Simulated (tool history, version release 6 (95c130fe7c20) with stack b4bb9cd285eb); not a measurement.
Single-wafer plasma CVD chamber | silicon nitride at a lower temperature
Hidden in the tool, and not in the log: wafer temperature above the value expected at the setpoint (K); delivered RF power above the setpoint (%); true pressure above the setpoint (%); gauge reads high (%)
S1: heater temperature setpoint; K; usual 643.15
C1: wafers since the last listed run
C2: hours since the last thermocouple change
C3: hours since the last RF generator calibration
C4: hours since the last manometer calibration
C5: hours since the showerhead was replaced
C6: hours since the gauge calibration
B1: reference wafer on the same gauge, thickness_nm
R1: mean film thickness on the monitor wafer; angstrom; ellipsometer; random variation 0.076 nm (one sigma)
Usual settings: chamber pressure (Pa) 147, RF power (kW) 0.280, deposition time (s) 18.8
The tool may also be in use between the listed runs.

{"run": 1, "hour": 0.0, "S1": 643.15, "chamber pressure (Pa)": 147, "RF power (kW)": 0.28, "deposition time (s)": 18.8, "C1": 0, "C2": 1369.0, "C3": 1606.0, "C4": 1628.5, "C5": 4888.7, "C6": 368.4, "B1": 16.992, "R1": 183.66}
{"run": 2, "hour": 70.9, "S1": 643.15, "chamber pressure (Pa)": 147, "RF power (kW)": 0.255, "deposition time (s)": 20.0, "C1": 1593, "C2": 1439.9, "C3": 1676.9, "C4": 1699.4, "C5": 4959.6, "C6": 439.3, "B1": 16.997, "R1": 186.04}
{"run": 3, "hour": 176.3, "S1": 643.15, "chamber pressure (Pa)": 147, "RF power (kW)": 0.255, "deposition time (s)": 20.0, "C1": 2368, "C2": 1545.3, "C3": 1782.3, "C4": 1804.8, "C5": 5065.0, "C6": 544.7, "B1": 17.02, "R1": 185.15}
{"run": 4, "hour": 234.5, "S1": 643.15, "chamber pressure (Pa)": 136, "RF power (kW)": 0.28, "deposition time (s)": 21.2, "C1": 1307, "C2": 1603.5, "C3": 1840.5, "C4": 1863.0, "C5": 5123.2, "C6": 602.9, "B1": 17.018, "R1": 198.04}
{"run": 5, "hour": 315.7, "S1": 643.15, "chamber pressure (Pa)": 136, "RF power (kW)": 0.28, "deposition time (s)": 21.2, "C1": 1824, "C2": 1684.7, "C3": 1921.7, "C4": 1944.2, "C5": 5204.4, "C6": 684.1, "B1": 16.992, "R1": 197.31}
{"run": 6, "hour": 389.8, "S1": 643.15, "chamber pressure (Pa)": 164, "RF power (kW)": 0.28, "deposition time (s)": 18.8, "C1": 1664, "C2": 1758.8, "C3": 1995.8, "C4": 2018.3, "C5": 5278.5, "C6": 758.2, "B1": 16.992, "R1": 189.58}
{"hour": 396.9, "done": "gauge calibrated"}
{"run": 7, "hour": 432.9, "S1": 643.15, "chamber pressure (Pa)": 164, "RF power (kW)": 0.28, "deposition time (s)": 18.8, "C1": 968, "C2": 1801.9, "C3": 2038.9, "C4": 2061.4, "C5": 5321.6, "C6": 36.0, "B1": 17.01, "R1": 188.25}
{"hour": 470.2, "done": "capacitance manometer re-zeroed and calibrated"}
{"run": 8, "hour": 498.2, "S1": 643.15, "chamber pressure (Pa)": 147, "RF power (kW)": 0.28, "deposition time (s)": 18.8, "C1": 1287, "C2": 1867.2, "C3": 2104.2, "C4": 28.0, "C5": 5386.9, "C6": 101.3, "B1": 17.005, "R1": 180.63}
{"run": 9, "hour": 555.3, "S1": 650.15, "chamber pressure (Pa)": 177, "RF power (kW)": 0.28, "deposition time (s)": 16.0, "C1": 1282, "C2": 1924.3, "C3": 2161.3, "C4": 85.1, "C5": 5444.0, "C6": 158.4, "B1": 17.008, "R1": 165.02}
{"hour": 662.9, "done": "RF generator calibrated"}
{"run": 10, "hour": 663.4, "S1": 643.15, "chamber pressure (Pa)": 124, "RF power (kW)": 0.33, "deposition time (s)": 21.0, "C1": 2249, "C2": 2032.4, "C3": 0.5, "C4": 193.2, "C5": 5552.1, "C6": 266.5, "B1": 17.005, "R1": 195.89}
{"hour": 724.8, "done": "showerhead replaced"}
{"run": 11, "hour": 754.4, "S1": 643.15, "chamber pressure (Pa)": 147, "RF power (kW)": 0.335, "deposition time (s)": 18.8, "C1": 1864, "C2": 2123.4, "C3": 91.5, "C4": 284.2, "C5": 29.6, "C6": 357.5, "B1": 17.014, "R1": 192.34}
{"hour": 807.8, "done": "thermocouple changed; heater temperature recalibrated"}
{"run": 12, "hour": 834.9, "S1": 643.15, "chamber pressure (Pa)": 147, "RF power (kW)": 0.28, "deposition time (s)": 18.8, "C1": 1628, "C2": 27.1, "C3": 172.0, "C4": 364.7, "C5": 110.1, "C6": 438.0, "B1": 17.018, "R1": 177.31}
{"run": 13, "hour": 915.5, "S1": 643.15, "chamber pressure (Pa)": 147, "RF power (kW)": 0.28, "deposition time (s)": 18.8, "C1": 1810, "C2": 107.7, "C3": 252.6, "C4": 445.3, "C5": 190.7, "C6": 518.6, "B1": 17.008, "R1": 177.87}
{"hour": 940.6, "done": "RF generator calibrated, repeated, since the last time left the tool worse"}
{"run": 14, "hour": 967.1, "S1": 643.15, "chamber pressure (Pa)": 147, "RF power (kW)": 0.255, "deposition time (s)": 22.4, "C1": 979, "C2": 159.3, "C3": 26.5, "C4": 496.9, "C5": 242.3, "C6": 570.2, "B1": 17.0, "R1": 210.78}
{"run": 15, "hour": 1043.2, "S1": 643.15, "chamber pressure (Pa)": 163, "RF power (kW)": 0.28, "deposition time (s)": 20.4, "C1": 1709, "C2": 235.4, "C3": 102.6, "C4": 573.0, "C5": 318.4, "C6": 646.3, "B1": 16.999, "R1": 210.49}
{"run": 16, "hour": 1079.3, "S1": 643.15, "chamber pressure (Pa)": 147, "RF power (kW)": 0.28, "deposition time (s)": 18.8, "C1": 811, "C2": 271.5, "C3": 138.7, "C4": 609.1, "C5": 354.5, "C6": 682.4, "B1": 16.992, "R1": 186.49}
{"run": 17, "hour": 1180.3, "S1": 639.15, "chamber pressure (Pa)": 181, "RF power (kW)": 0.245, "deposition time (s)": 21.6, "C1": 2269, "C2": 372.5, "C3": 239.7, "C4": 710.1, "C5": 455.5, "C6": 783.4, "B1": 16.99, "R1": 218.61}

4 ways to go on from here, each from the tool as it stands after run 17. What would each give?
{"run": "A", "hour": 1180.7, "S1": 643.15, "chamber pressure (Pa)": 147, "RF power (kW)": 0.28, "deposition time (s)": 18.8, "C1": 8, "C2": 372.9, "C3": 240.1, "C4": 710.5, "C5": 455.9, "C6": 783.8, "B1": "?", "R1": "?"}
{"run": "B", "hour": 1180.7, "S1": 643.15, "chamber pressure (Pa)": 147, "RF power (kW)": 0.315, "deposition time (s)": 20.1, "C1": 8, "C2": 372.9, "C3": 240.1, "C4": 710.5, "C5": 455.9, "C6": 783.8, "B1": "?", "R1": "?"}
{"run": "C", "hour": 1180.7, "S1": 643.15, "chamber pressure (Pa)": 147, "RF power (kW)": 0.3, "deposition time (s)": 18.8, "C1": 8, "C2": 372.9, "C3": 240.1, "C4": 710.5, "C5": 455.9, "C6": 783.8, "B1": "?", "R1": "?"}
{"run": "D", "hour": 1180.7, "S1": 653.15, "chamber pressure (Pa)": 147, "RF power (kW)": 0.325, "deposition time (s)": 18.8, "C1": 8, "C2": 372.9, "C3": 240.1, "C4": 710.5, "C5": 455.9, "C6": 783.8, "B1": "?", "R1": "?"}

run=A B1=16.990 R1=185.26
run=B B1=16.990 R1=209.20
run=C B1=16.990 R1=191.28
run=D B1=16.990 R1=197.65
Without the tool's hidden state the same runs would have given:
run=A R1=185.48
run=B R1=209.44
run=C R1=191.50
run=D R1=197.87

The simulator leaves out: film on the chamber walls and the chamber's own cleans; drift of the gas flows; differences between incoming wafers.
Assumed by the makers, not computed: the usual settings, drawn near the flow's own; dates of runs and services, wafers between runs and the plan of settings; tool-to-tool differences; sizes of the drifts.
